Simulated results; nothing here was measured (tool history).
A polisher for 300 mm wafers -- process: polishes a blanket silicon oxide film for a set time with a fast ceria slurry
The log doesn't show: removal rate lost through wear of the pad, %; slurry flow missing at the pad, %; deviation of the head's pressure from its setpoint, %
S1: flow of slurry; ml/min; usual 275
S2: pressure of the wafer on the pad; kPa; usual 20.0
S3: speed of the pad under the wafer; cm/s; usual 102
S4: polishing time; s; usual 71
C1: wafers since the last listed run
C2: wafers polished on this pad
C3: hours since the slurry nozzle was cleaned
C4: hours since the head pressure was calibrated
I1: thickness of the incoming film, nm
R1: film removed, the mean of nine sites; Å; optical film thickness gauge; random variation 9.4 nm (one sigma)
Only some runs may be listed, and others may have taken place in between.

run 1 hour=0.0 | S1=345 S2=20.0 S3=102 S4=71 | C1=0 C2=870 C3=140.4 C4=394.0 | I1=3248.8 | R1=11556
run 2 hour=15.0 | S1=345 S2=20.0 S3=102 S4=71 | C1=128 C2=999 C3=155.4 C4=409.0 | I1=3350.9 | R1=11579
run 3 hour=30.7 | S1=345 S2=20.0 S3=102 S4=71 | C1=134 C2=1133 C3=171.1 C4=424.7 | I1=3309.7 | R1=11709
run 4 hour=41.0 | S1=275 S2=20.0 S3=88 S4=86 | C1=88 C2=1221 C3=181.4 C4=435.0 | I1=3294.4 | R1=11869
-- hour=50.2 worn pad replaced by a new one
run 5 hour=51.9 | S1=275 S2=20.0 S3=88 S4=86 | C1=59 C2=14 C3=192.3 C4=445.9 | I1=3289.1 | R1=11871
run 6 hour=59.2 | S1=275 S2=20.0 S3=88 S4=86 | C1=62 C2=77 C3=199.6 C4=453.2 | I1=3362.5 | R1=11866
run 7 hour=74.4 | S1=275 S2=20.0 S3=88 S4=71 | C1=130 C2=207 C3=214.8 C4=468.4 | I1=3289.7 | R1=9771
run 8 hour=84.6 | S1=275 S2=20.0 S3=88 S4=71 | C1=87 C2=294 C3=225.0 C4=478.6 | I1=3300.6 | R1=9804
run 9 hour=92.0 | S1=275 S2=20.0 S3=102 S4=71 | C1=63 C2=358 C3=232.4 C4=486.0 | I1=3352.1 | R1=11475
run 10 hour=100.8 | S1=275 S2=20.0 S3=102 S4=64 | C1=75 C2=433 C3=241.2 C4=494.8 | I1=3291.2 | R1=10062
run 11 hour=118.3 | S1=275 S2=20.0 S3=102 S4=64 | C1=149 C2=583 C3=258.7 C4=512.3 | I1=3336.1 | R1=10033
run 12 hour=126.5 | S1=275 S2=20.0 S3=102 S4=71 | C1=70 C2=653 C3=266.9 C4=520.5 | I1=3347.5 | R1=11103
run 13 hour=141.2 | S1=360 S2=22.1 S3=120 S4=94 | C1=125 C2=779 C3=281.6 C4=535.2 | I1=3263.7 | R1=19641
run 14 hour=149.6 | S1=275 S2=20.0 S3=102 S4=71 | C1=71 C2=851 C3=290.0 C4=543.6 | I1=3262.0 | R1=11201
-- hour=155.0 head pressure recalibrated
run 15 hour=158.8 | S1=185 S2=24.1 S3=86 S4=71 | C1=61 C2=912 C3=299.2 C4=3.8 | I1=3296.1 | R1=10696
run 16 hour=172.4 | S1=305 S2=20.0 S3=84 S4=71 | C1=116 C2=1029 C3=312.8 C4=17.4 | I1=3321.8 | R1=9373
-- hour=177.3 slurry nozzle cleaned
run 17 hour=181.8 | S1=275 S2=17.9 S3=72 S4=71 | C1=71 C2=1101 C3=4.5 C4=26.8 | I1=3330.9 | R1=7193
-- hour=197.6 worn pad replaced by a new one
run 18 hour=198.1 | S1=275 S2=20.0 S3=102 S4=71 | C1=105 C2=4 C3=20.8 C4=43.1 | I1=3287.3 | R1=11456
run 19 hour=237.7 | S1=275 S2=24.1 S3=102 S4=86 | C1=339 C2=343 C3=60.4 C4=82.7 | I1=3257.3 | R1=16746
run 20 hour=247.2 | S1=220 S2=22.1 S3=120 S4=71 | C1=81 C2=424 C3=69.9 C4=92.2 | I1=3366.1 | R1=14608

Selected run-to-run steps in R1, each split into two signed amounts: the part the tool would show with no hidden state at all (from settings, incoming material and random variation), and the remainder, which goes to the hidden state together with any gauge scatter not common to the measured and the hidden-state-free results:
Run 12 -> 13: S1 275 -> 360, S2 20.0 -> 22.1, S3 102 -> 120, S4 71 -> 94. R1 +8538 Å: hidden state -216, all else +8754.
Run 13 -> 14: S1 360 -> 275, S2 22.1 -> 20.0, S3 120 -> 102, S4 94 -> 71. R1 -8440 Å: hidden state +161, all else -8601.
Run 15 -> 16: S1 185 -> 305, S2 24.1 -> 20.0, S3 86 -> 84. R1 -1323 Å: hidden state +276, all else -1599.
Run 16 -> 17: S1 305 -> 275, S2 20.0 -> 17.9, S3 84 -> 72, slurry nozzle cleaned. R1 -2180 Å: hidden state +383, all else -2563.
